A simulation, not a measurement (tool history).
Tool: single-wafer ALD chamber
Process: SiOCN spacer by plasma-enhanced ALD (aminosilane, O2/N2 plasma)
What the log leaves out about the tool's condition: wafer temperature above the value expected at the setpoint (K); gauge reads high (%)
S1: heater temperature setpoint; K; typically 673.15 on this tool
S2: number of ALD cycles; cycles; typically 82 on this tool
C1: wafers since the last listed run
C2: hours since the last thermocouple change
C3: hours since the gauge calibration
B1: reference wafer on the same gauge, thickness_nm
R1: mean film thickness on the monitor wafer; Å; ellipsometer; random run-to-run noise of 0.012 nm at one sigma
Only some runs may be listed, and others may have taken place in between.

run 1 hour=0 | S1=673.15 S2=82 | C1=0 C2=987.3 C3=70.6 | B1=4.038 | R1=48.17
run 2 hour=14.5 | S1=673.15 S2=82 | C1=43 C2=1001.8 C3=85.1 | B1=4.039 | R1=48.34
run 3 hour=26.9 | S1=673.15 S2=82 | C1=37 C2=1014.2 C3=97.5 | B1=4.038 | R1=48.24
run 4 hour=33.7 | S1=673.15 S2=82 | C1=20 C2=1021 C3=104.3 | B1=4.045 | R1=48.46
run 5 hour=39.8 | S1=673.15 S2=82 | C1=18 C2=1027.1 C3=110.4 | B1=4.043 | R1=48.27
run 6 hour=54.5 | S1=673.15 S2=82 | C1=44 C2=1041.8 C3=125.1 | B1=4.038 | R1=48.15
run 7 hour=61 | S1=673.15 S2=82 | C1=19 C2=1048.3 C3=131.6 | B1=4.037 | R1=48.01
run 8 hour=71.4 | S1=673.15 S2=82 | C1=31 C2=1058.7 C3=142 | B1=4.04 | R1=48.36
run 9 hour=86.8 | S1=682.15 S2=82 | C1=46 C2=1074.1 C3=157.4 | B1=4.044 | R1=46.74
run 10 hour=100.1 | S1=682.15 S2=82 | C1=40 C2=1087.4 C3=170.7 | B1=4.038 | R1=46.83
run 11 hour=112 | S1=673.15 S2=82 | C1=36 C2=1099.3 C3=182.6 | B1=4.037 | R1=48.04
run 12 hour=119.9 | S1=673.15 S2=92 | C1=23 C2=1107.2 C3=190.5 | B1=4.039 | R1=54.14
run 13 hour=132.3 | S1=673.15 S2=92 | C1=37 C2=1119.6 C3=202.9 | B1=4.042 | R1=54.2
run 14 hour=143.1 | S1=673.15 S2=92 | C1=32 C2=1130.4 C3=213.7 | B1=4.038 | R1=54.36
run 15 hour=155.1 | S1=673.15 S2=82 | C1=36 C2=1142.4 C3=225.7 | B1=4.04 | R1=47.95
run 16 hour=169.5 | S1=673.15 S2=82 | C1=43 C2=1156.8 C3=240.1 | B1=4.042 | R1=48.2
run 17 hour=182.2 | S1=673.15 S2=82 | C1=38 C2=1169.5 C3=252.8 | B1=4.042 | R1=48.17
run 18 hour=190.8 | S1=684.15 S2=82 | C1=26 C2=1178.1 C3=261.4 | B1=4.043 | R1=46.43
run 19 hour=203 | S1=684.15 S2=82 | C1=36 C2=1190.3 C3=273.6 | B1=4.038 | R1=46.42
run 20 hour=209.7 | S1=684.15 S2=82 | C1=20 C2=1197 C3=280.3 | B1=4.036 | R1=46.33
run 21 hour=217.5 | S1=673.15 S2=82 | C1=23 C2=1204.8 C3=288.1 | B1=4.035 | R1=48.29
run 22 hour=259.4 | S1=673.15 S2=82 | C1=127 C2=1246.7 C3=330 | B1=4.044 | R1=48.32
run 23 hour=265.8 | S1=687.15 S2=88 | C1=19 C2=1253.1 C3=336.4 | B1=4.039 | R1=49.39
run 24 hour=275 | S1=684.15 S2=72 | C1=27 C2=1262.3 C3=345.6 | B1=4.037 | R1=41.11
run 25 hour=289.8 | S1=673.15 S2=82 | C1=44 C2=1277.1 C3=360.4 | B1=4.042 | R1=48.16
run 26 hour=302.4 | S1=673.15 S2=82 | C1=38 C2=1289.7 C3=373 | B1=4.041 | R1=48.11
run 27 hour=313.3 | S1=662.15 S2=88 | C1=33 C2=1300.6 C3=383.9 | B1=4.039 | R1=52.98
run 28 hour=320.2 | S1=661.15 S2=89 | C1=20 C2=1307.5 C3=390.8 | B1=4.038 | R1=53.33
run 29 hour=333.6 | S1=673.15 S2=73 | C1=40 C2=1320.9 C3=404.2 | B1=4.038 | R1=42.93
run 30 hour=339.6 | S1=664.15 S2=74 | C1=18 C2=1326.9 C3=410.2 | B1=4.038 | R1=44.57
run 31 hour=350.7 | S1=673.15 S2=82 | C1=33 C2=1338 C3=421.3 | B1=4.041 | R1=48.25
run 32 hour=365.5 | S1=673.15 S2=82 | C1=44 C2=1352.8 C3=436.1 | B1=4.038 | R1=48.06
run 33 hour=379.9 | S1=673.15 S2=82 | C1=43 C2=1367.2 C3=450.5 | B1=4.042 | R1=48.1
-- hour=395.2 thermocouple changed; heater temperature recalibrated
run 34 hour=395.7 | S1=678.15 S2=91 | C1=23 C2=0.5 C3=466.3 | B1=4.042 | R1=53.67
run 35 hour=401.4 | S1=687.15 S2=92 | C1=17 C2=6.2 C3=472 | B1=4.039 | R1=52.69
run 36 hour=416.7 | S1=684.15 S2=72 | C1=46 C2=21.5 C3=487.3 | B1=4.039 | R1=41.79
-- hour=422.7 gauge calibrated
run 37 hour=427.2 | S1=673.15 S2=82 | C1=31 C2=32 C3=4.5 | B1=4.043 | R1=49.09
run 38 hour=455.4 | S1=677.15 S2=89 | C1=85 C2=60.2 C3=32.7 | B1=4.044 | R1=52.31
run 39 hour=501.3 | S1=684.15 S2=72 | C1=139 C2=106.1 C3=78.6 | B1=4.037 | R1=41.55
run 40 hour=509.8 | S1=679.15 S2=91 | C1=25 C2=114.6 C3=87.1 | B1=4.042 | R1=53.24
run 41 hour=525.5 | S1=673.15 S2=82 | C1=47 C2=130.3 C3=102.8 | B1=4.041 | R1=49.02
run 42 hour=532.8 | S1=687.15 S2=82 | C1=22 C2=137.6 C3=110.1 | B1=4.039 | R1=46.87
run 43 hour=549.4 | S1=660.15 S2=77 | C1=50 C2=154.2 C3=126.7 | B1=4.038 | R1=46.34
run 44 hour=561.7 | S1=673.15 S2=82 | C1=37 C2=166.5 C3=139 | B1=4.041 | R1=48.82
run 45 hour=571.4 | S1=682.15 S2=74 | C1=29 C2=176.2 C3=148.7 | B1=4.038 | R1=43.07

Each row is a separate what-if for the run after 45, all from the same tool condition, not one after another. Results?
run A hour=572 | S1=673.15 S2=82 | C1=1 C2=176.8 C3=149.3 | B1=? | R1=?
run B hour=572 | S1=673.15 S2=94 | C1=1 C2=176.8 C3=149.3 | B1=? | R1=?
run C hour=572 | S1=673.15 S2=97 | C1=1 C2=176.8 C3=149.3 | B1=? | R1=?

run=A B1=4.038 R1=48.81
run=B B1=4.038 R1=55.96
run=C B1=4.038 R1=57.74
Without the tool's unlogged condition, the same runs would have read:
run=A R1=49.13
run=B R1=56.32
run=C R1=58.12
